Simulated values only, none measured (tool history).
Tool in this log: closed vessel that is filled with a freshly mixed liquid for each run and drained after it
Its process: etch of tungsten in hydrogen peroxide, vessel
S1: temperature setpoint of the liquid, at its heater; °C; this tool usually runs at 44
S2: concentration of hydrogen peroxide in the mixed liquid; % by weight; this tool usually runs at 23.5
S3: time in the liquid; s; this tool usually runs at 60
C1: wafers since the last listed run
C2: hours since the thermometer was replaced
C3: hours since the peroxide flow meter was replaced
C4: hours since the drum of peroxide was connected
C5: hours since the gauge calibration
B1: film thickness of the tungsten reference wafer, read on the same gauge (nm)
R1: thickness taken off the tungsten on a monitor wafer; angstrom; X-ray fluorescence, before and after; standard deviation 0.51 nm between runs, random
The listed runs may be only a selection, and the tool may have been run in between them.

{"run": 1, "hour": 0.0, "S1": 50, "S2": 23.5, "S3": 60, "C1": 0, "C2": 40.6, "C3": 1429.6, "C4": 663.4, "C5": 697.3, "B1": 97.6, "R1": 1015}
{"run": 2, "hour": 54.2, "S1": 50.5, "S2": 23.5, "S3": 60, "C1": 4970, "C2": 94.8, "C3": 1483.8, "C4": 717.6, "C5": 751.5, "B1": 97.38, "R1": 1057.4}
{"run": 3, "hour": 83.4, "S1": 50.5, "S2": 23.5, "S3": 60, "C1": 2677, "C2": 124, "C3": 1513, "C4": 746.8, "C5": 780.7, "B1": 97.27, "R1": 1053.3}
{"hour": 111.7, "done": "gauge calibrated"}
{"run": 4, "hour": 112.2, "S1": 50.5, "S2": 23.5, "S3": 60, "C1": 2640, "C2": 152.8, "C3": 1541.8, "C4": 775.6, "C5": 0.5, "B1": 100.21, "R1": 1082.7}
{"run": 5, "hour": 156.7, "S1": 49, "S2": 23.5, "S3": 40, "C1": 4080, "C2": 197.3, "C3": 1586.3, "C4": 820.1, "C5": 45, "B1": 100.01, "R1": 656.5}
{"run": 6, "hour": 198.8, "S1": 44, "S2": 23.5, "S3": 60, "C1": 3860, "C2": 239.4, "C3": 1628.4, "C4": 862.2, "C5": 87.1, "B1": 99.89, "R1": 726.5}
{"run": 7, "hour": 237.1, "S1": 44, "S2": 23.5, "S3": 60, "C1": 3512, "C2": 277.7, "C3": 1666.7, "C4": 900.5, "C5": 125.4, "B1": 99.69, "R1": 716.3}
{"run": 8, "hour": 270.6, "S1": 44, "S2": 23.5, "S3": 60, "C1": 3071, "C2": 311.2, "C3": 1700.2, "C4": 934, "C5": 158.9, "B1": 99.56, "R1": 711.6}
{"run": 9, "hour": 312.0, "S1": 44, "S2": 23.5, "S3": 60, "C1": 3796, "C2": 352.6, "C3": 1741.6, "C4": 975.4, "C5": 200.3, "B1": 99.42, "R1": 725.9}
{"run": 10, "hour": 482.9, "S1": 44, "S2": 23.5, "S3": 60, "C1": 15671, "C2": 523.5, "C3": 1912.5, "C4": 1146.3, "C5": 371.2, "B1": 98.7, "R1": 710.7}
{"hour": 490.3, "done": "new drum of peroxide connected"}
{"run": 11, "hour": 533.8, "S1": 44, "S2": 23.5, "S3": 60, "C1": 4575, "C2": 574.4, "C3": 1963.4, "C4": 43.5, "C5": 422.1, "B1": 98.51, "R1": 706.2}
{"run": 12, "hour": 573.2, "S1": 44, "S2": 23.5, "S3": 60, "C1": 3613, "C2": 613.8, "C3": 2002.8, "C4": 82.9, "C5": 461.5, "B1": 98.35, "R1": 716.9}
{"run": 13, "hour": 629.3, "S1": 44, "S2": 23.5, "S3": 60, "C1": 5144, "C2": 669.9, "C3": 2058.9, "C4": 139, "C5": 517.6, "B1": 98.15, "R1": 709.8}
{"run": 14, "hour": 682.5, "S1": 50.5, "S2": 23.5, "S3": 60, "C1": 4878, "C2": 723.1, "C3": 2112.1, "C4": 192.2, "C5": 570.8, "B1": 97.92, "R1": 1060}
{"hour": 717.9, "done": "thermometer replaced"}
{"run": 15, "hour": 719.0, "S1": 44, "S2": 23.5, "S3": 50, "C1": 3255, "C2": 1.1, "C3": 2148.6, "C4": 228.7, "C5": 607.3, "B1": 97.79, "R1": 578.3}
{"run": 16, "hour": 744.2, "S1": 54, "S2": 28, "S3": 50, "C1": 2310, "C2": 26.3, "C3": 2173.8, "C4": 253.9, "C5": 632.5, "B1": 97.69, "R1": 1186.4}
{"run": 17, "hour": 798.6, "S1": 44, "S2": 23.5, "S3": 60, "C1": 4988, "C2": 80.7, "C3": 2228.2, "C4": 308.3, "C5": 686.9, "B1": 97.43, "R1": 697}
{"hour": 830.2, "done": "peroxide flow meter replaced"}
{"run": 18, "hour": 843.3, "S1": 44, "S2": 28, "S3": 60, "C1": 4007, "C2": 125.4, "C3": 13.1, "C4": 353, "C5": 731.6, "B1": 97.28, "R1": 757.9}
{"run": 19, "hour": 874.2, "S1": 47, "S2": 23.5, "S3": 90, "C1": 2833, "C2": 156.3, "C3": 44, "C4": 383.9, "C5": 762.5, "B1": 97.18, "R1": 1277.2}
{"run": 20, "hour": 931.5, "S1": 34.5, "S2": 21.5, "S3": 30, "C1": 5254, "C2": 213.6, "C3": 101.3, "C4": 441.2, "C5": 819.8, "B1": 96.95, "R1": 179.9}
{"hour": 960.1, "done": "gauge calibrated"}
{"run": 21, "hour": 999.9, "S1": 44, "S2": 17.5, "S3": 60, "C1": 6272, "C2": 282, "C3": 169.7, "C4": 509.6, "C5": 39.8, "B1": 100.39, "R1": 629}
{"run": 22, "hour": 1060.9, "S1": 44, "S2": 18.5, "S3": 45, "C1": 5593, "C2": 343, "C3": 230.7, "C4": 570.6, "C5": 100.8, "B1": 100.14, "R1": 488.5}
{"run": 23, "hour": 1109.7, "S1": 44, "S2": 28.5, "S3": 60, "C1": 4474, "C2": 391.8, "C3": 279.5, "C4": 619.4, "C5": 149.6, "B1": 99.96, "R1": 789.6}
{"run": 24, "hour": 1156.2, "S1": 54, "S2": 28, "S3": 50, "C1": 4264, "C2": 438.3, "C3": 326, "C4": 665.9, "C5": 196.1, "B1": 99.76, "R1": 1219.3}
{"run": 25, "hour": 1223.2, "S1": 53.5, "S2": 18, "S3": 60, "C1": 6143, "C2": 505.3, "C3": 393, "C4": 732.9, "C5": 263.1, "B1": 99.46, "R1": 1128.4}
{"run": 26, "hour": 1282.3, "S1": 44, "S2": 25.5, "S3": 60, "C1": 5419, "C2": 564.4, "C3": 452.1, "C4": 792, "C5": 322.2, "B1": 99.25, "R1": 750.7}

Below are 4 alternative next runs, each starting from the tool's condition after run 26. Predict each:
{"run": "A", "hour": 1283.0, "S1": 44, "S2": 23.5, "S3": 60, "C1": 64, "C2": 565.1, "C3": 452.8, "C4": 792.7, "C5": 322.9, "B1": "?", "R1": "?"}
{"run": "B", "hour": 1283.0, "S1": 47, "S2": 23.5, "S3": 60, "C1": 64, "C2": 565.1, "C3": 452.8, "C4": 792.7, "C5": 322.9, "B1": "?", "R1": "?"}
{"run": "C", "hour": 1283.0, "S1": 44, "S2": 21.5, "S3": 85, "C1": 64, "C2": 565.1, "C3": 452.8, "C4": 792.7, "C5": 322.9, "B1": "?", "R1": "?"}
{"run": "D", "hour": 1283.0, "S1": 50.5, "S2": 17.5, "S3": 60, "C1": 64, "C2": 565.1, "C3": 452.8, "C4": 792.7, "C5": 322.9, "B1": "?", "R1": "?"}

run=A B1=99.27 R1=722.3
run=B B1=99.27 R1=872.2
run=C B1=99.27 R1=978.7
run=D B1=99.27 R1=933.7
Stripped of hidden state, with their random variation kept, the same runs would have yielded:
run=A R1=727.7
run=B R1=878.7
run=C R1=986.1
run=D R1=940.7

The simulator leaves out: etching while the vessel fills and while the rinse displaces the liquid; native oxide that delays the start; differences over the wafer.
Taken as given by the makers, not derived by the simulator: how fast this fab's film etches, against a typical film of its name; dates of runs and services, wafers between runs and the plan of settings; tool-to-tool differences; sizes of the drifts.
